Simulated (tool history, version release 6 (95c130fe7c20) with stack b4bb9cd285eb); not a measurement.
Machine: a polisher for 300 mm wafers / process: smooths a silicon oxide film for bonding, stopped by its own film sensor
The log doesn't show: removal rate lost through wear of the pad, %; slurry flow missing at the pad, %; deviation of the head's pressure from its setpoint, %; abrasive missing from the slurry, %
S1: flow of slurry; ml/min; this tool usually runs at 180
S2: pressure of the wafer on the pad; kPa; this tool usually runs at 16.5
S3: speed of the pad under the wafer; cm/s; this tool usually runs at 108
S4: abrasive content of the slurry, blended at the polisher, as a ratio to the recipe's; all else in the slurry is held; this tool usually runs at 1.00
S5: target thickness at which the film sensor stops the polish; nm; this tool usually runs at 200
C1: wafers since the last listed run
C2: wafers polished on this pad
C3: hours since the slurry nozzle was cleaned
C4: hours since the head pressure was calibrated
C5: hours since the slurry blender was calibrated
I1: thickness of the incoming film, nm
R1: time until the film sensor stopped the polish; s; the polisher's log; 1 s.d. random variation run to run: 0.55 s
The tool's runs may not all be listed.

run	day	S1	S2	S3	S4	S5	C1	C2	C3	C4	C5	I1	R1
1	0.000	180	13.1	108	1.00	195	0	539	238.2	341.0	42.0	229.9	67.0
2	0.954	180	16.5	108	1.00	204	184	724	261.1	363.9	64.9	228.8	37.8
3	1.908	180	16.5	108	1.00	204	184	909	284.0	386.8	87.8	231.2	43.1
# day 2.796: worn pad replaced by a new one
4	2.975	180	16.5	108	1.00	204	174	34	309.6	412.4	113.4	235.0	50.9
5	3.625	180	16.5	108	1.00	200	125	160	325.2	428.0	129.0	232.7	53.7
6	4.767	180	16.5	108	1.00	200	221	381	352.6	455.4	156.4	230.4	55.3
7	6.233	180	16.5	108	1.00	200	284	665	387.8	490.6	191.6	228.3	55.4
# day 6.400: slurry nozzle cleaned
# day 6.754: slurry blender recalibrated
8	7.542	150	16.5	108	1.00	200	229	895	27.4	522.0	18.9	233.2	47.1
9	8.275	180	16.5	108	1.00	200	142	1037	45.0	539.6	36.5	228.6	40.5
10	9.454	180	16.5	108	1.05	193	228	1265	73.3	567.9	64.8	234.6	58.3
# day 10.017: worn pad replaced by a new one
11	10.696	195	16.5	108	1.00	200	208	131	103.1	597.7	94.6	231.3	46.5
12	11.850	195	16.5	108	1.00	200	223	355	130.8	625.4	122.3	230.9	46.6
13	12.358	195	16.5	108	1.00	200	98	454	143.0	637.6	134.5	227.7	42.6
14	13.454	180	16.5	108	1.00	200	212	666	169.3	663.9	160.8	230.6	51.0
# day 13.700: slurry blender recalibrated
15	13.958	225	16.5	88	1.00	203	81	747	181.4	676.0	6.2	230.4	42.3
# day 14.392: head pressure recalibrated
16	15.171	180	16.5	108	0.75	200	218	966	210.5	18.7	35.3	225.8	48.6
# day 16.179: worn pad replaced by a new one
17	16.658	180	11.0	108	1.00	195	255	92	246.2	54.4	71.0	226.2	70.4
18	17.958	180	21.4	108	1.25	200	251	344	277.4	85.6	102.2	233.4	35.7
# day 19.175: slurry nozzle cleaned
19	19.425	180	16.5	108	1.00	200	276	621	6.0	120.8	137.4	229.4	43.1
20	20.708	180	13.1	108	1.00	195	248	869	36.8	151.6	168.2	231.9	74.2
21	21.667	150	20.7	132	1.00	200	185	1055	59.8	174.6	191.2	230.0	35.1
# day 22.112: slurry blender recalibrated
# day 22.725: worn pad replaced by a new one
22	22.746	180	17.9	140	1.00	200	160	4	85.7	200.5	15.2	227.4	28.5
23	23.562	180	16.5	72	1.00	200	158	162	105.3	220.1	34.8	231.8	60.4
24	24.842	180	16.5	108	1.00	200	247	410	136.0	250.8	65.5	230.9	45.4
25	26.025	180	17.9	140	1.00	200	229	639	164.4	279.2	93.9	229.1	33.7
26	26.871	210	16.5	108	1.00	207	163	803	184.7	299.5	114.2	231.0	35.8
27	27.717	160	12.4	108	1.20	193	163	967	205.0	319.8	134.5	229.2	71.0
28	28.954	180	13.1	108	1.00	200	239	1207	234.7	349.5	164.2	232.2	69.6
# day 29.596: worn pad replaced by a new one
29	29.617	180	16.5	108	1.00	200	96	4	250.6	365.4	180.1	227.8	48.7
30	30.108	195	16.5	108	1.00	200	95	99	262.4	377.2	191.9	233.3	56.8

For some of the steps in R1 from one run to the next: how much would appear even if the tool had no hidden state, given the settings, what came in and random variation, and how much remains for the hidden state plus any gauge scatter that the measured result and the result without hidden state don't share?
Run 7 -> 8: S1 180 -> 150, slurry nozzle cleaned, slurry blender recalibrated. R1 -8.3 s: hidden state -15.6, all else +7.3.
Run 14 -> 15: S1 180 -> 225, S3 108 -> 88, S5 200 -> 203, slurry blender recalibrated. R1 -8.7 s: hidden state -8.0, all else -0.7.
Run 17 -> 18: S2 11.0 -> 21.4, S4 1.00 -> 1.25, S5 195 -> 200. R1 -34.7 s: hidden state -3.6, all else -31.1.
Run 20 -> 21: S1 180 -> 150, S2 13.1 -> 20.7, S3 108 -> 132, S5 195 -> 200. R1 -39.1 s: hidden state -5.3, all else -33.8.
Run 26 -> 27: S1 210 -> 160, S2 16.5 -> 12.4, S4 1.00 -> 1.20, S5 207 -> 193. R1 +35.2 s: hidden state +7.0, all else +28.2.

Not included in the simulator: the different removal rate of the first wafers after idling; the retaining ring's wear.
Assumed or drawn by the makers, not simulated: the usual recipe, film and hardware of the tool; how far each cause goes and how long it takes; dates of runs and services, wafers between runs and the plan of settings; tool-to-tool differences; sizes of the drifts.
